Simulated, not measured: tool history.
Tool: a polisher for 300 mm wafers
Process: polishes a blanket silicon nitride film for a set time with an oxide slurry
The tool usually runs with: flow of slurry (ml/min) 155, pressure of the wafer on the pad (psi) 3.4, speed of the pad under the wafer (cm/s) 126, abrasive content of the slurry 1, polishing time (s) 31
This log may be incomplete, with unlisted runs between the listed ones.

| run | hour | flow of slurry (ml/min) | pressure of the wafer on the pad (psi) | speed of the pad under the wafer (cm/s) | abrasive content of the slurry | polishing time (s) | wafers since the last listed run | wafers polished on this pad | hours since the slurry nozzle was cleaned | hours since the head pressure was calibrated | hours since the slurry blender was calibrated | hours since the conditioning disc was replaced | incoming thickness of the incoming film, nm | film removed (Å) |
|---|---|---|---|---|---|---|---|---|---|---|---|---|---|---|
| 1 | 0 | 155 | 3.4 | 126 | 1 | 31 | 0 | 920 | 107.5 | 70.1 | 59.9 | 335.8 | 328.8 | 200 |
|  | 68.4 | conditioning disc replaced and pad reconditioned |
| 2 | 99.5 | 155 | 3.4 | 126 | 1 | 31 | 830 | 1750 | 207 | 169.6 | 159.4 | 31.1 | 330.5 | 199 |
| 3 | 139.1 | 155 | 3.4 | 126 | 1 | 31 | 337 | 2088 | 246.6 | 209.2 | 199 | 70.7 | 329.1 | 197 |
|  | 155.2 | worn pad replaced by a new one |
| 4 | 216.4 | 155 | 3.4 | 142 | 1 | 31 | 624 | 521 | 323.9 | 286.5 | 276.3 | 148 | 332.7 | 229 |
|  | 228 | slurry nozzle cleaned |
| 5 | 257 | 155 | 3.4 | 142 | 1 | 31 | 337 | 858 | 29 | 327.1 | 316.9 | 188.6 | 324.8 | 220 |
|  | 272.9 | slurry blender recalibrated |
| 6 | 309.6 | 155 | 3.4 | 126 | 0.9 | 31 | 431 | 1289 | 81.6 | 379.7 | 36.7 | 241.2 | 326.1 | 190 |
|  | 414.5 | worn pad replaced by a new one |
| 7 | 415.8 | 155 | 3.4 | 126 | 1 | 31 | 870 | 11 | 187.8 | 485.9 | 142.9 | 347.4 | 329.3 | 216 |
|  | 419 | conditioning disc replaced and pad reconditioned |
| 8 | 476.2 | 155 | 3.4 | 126 | 1 | 31 | 497 | 509 | 248.2 | 546.3 | 203.3 | 57.2 | 326.5 | 205 |
|  | 557 | slurry nozzle cleaned |
| 9 | 581.2 | 155 | 3.4 | 126 | 1 | 31 | 886 | 1395 | 24.2 | 651.3 | 308.3 | 162.2 | 332.1 | 201 |
|  | 629.8 | slurry blender recalibrated |
|  | 660.2 | worn pad replaced by a new one |
|  | 680.3 | head pressure recalibrated |
| 10 | 687.8 | 155 | 3.4 | 126 | 1 | 31 | 840 | 218 | 130.8 | 7.5 | 58 | 268.8 | 330.5 | 210 |
| 11 | 726 | 185 | 3.4 | 126 | 1 | 41 | 325 | 543 | 169 | 45.7 | 96.2 | 307 | 332.5 | 272 |
|  | 831.9 | conditioning disc replaced and pad reconditioned |
| 12 | 832.4 | 155 | 3.4 | 126 | 1.25 | 26 | 889 | 1433 | 275.4 | 152.1 | 202.6 | 0.5 | 330.1 | 182 |
| 13 | 872.1 | 155 | 4.5 | 126 | 1 | 31 | 338 | 1771 | 315.1 | 191.8 | 242.3 | 40.2 | 334.8 | 239 |
|  | 926.7 | slurry nozzle cleaned |
|  | 961.9 | worn pad replaced by a new one |
| 14 | 979.4 | 155 | 2.3 | 82 | 1 | 31 | 871 | 149 | 52.7 | 299.1 | 349.6 | 147.5 | 327.7 | 119 |
|  | 989.7 | slurry blender recalibrated |
| 15 | 1077.8 | 155 | 3.4 | 94 | 1 | 31 | 821 | 970 | 151.1 | 397.5 | 88.1 | 245.9 | 331.3 | 160 |
| 16 | 1170.3 | 115 | 3.4 | 156 | 1 | 31 | 788 | 1758 | 243.6 | 490 | 180.6 | 338.4 | 335.4 | 228 |

Expected results for the next run?
| 17 | 1211.2 | 120 | 3.4 | 96 | 1.1 | 37 | 348 | 2107 | 284.5 | 530.9 | 221.5 | 379.3 | 326.2 | ? |

{"run 17": {"film removed (Å)": 189}}
Were there no unlogged condition in the tool, this run, its random variation unchanged, would have produced film removed (Å) 209.

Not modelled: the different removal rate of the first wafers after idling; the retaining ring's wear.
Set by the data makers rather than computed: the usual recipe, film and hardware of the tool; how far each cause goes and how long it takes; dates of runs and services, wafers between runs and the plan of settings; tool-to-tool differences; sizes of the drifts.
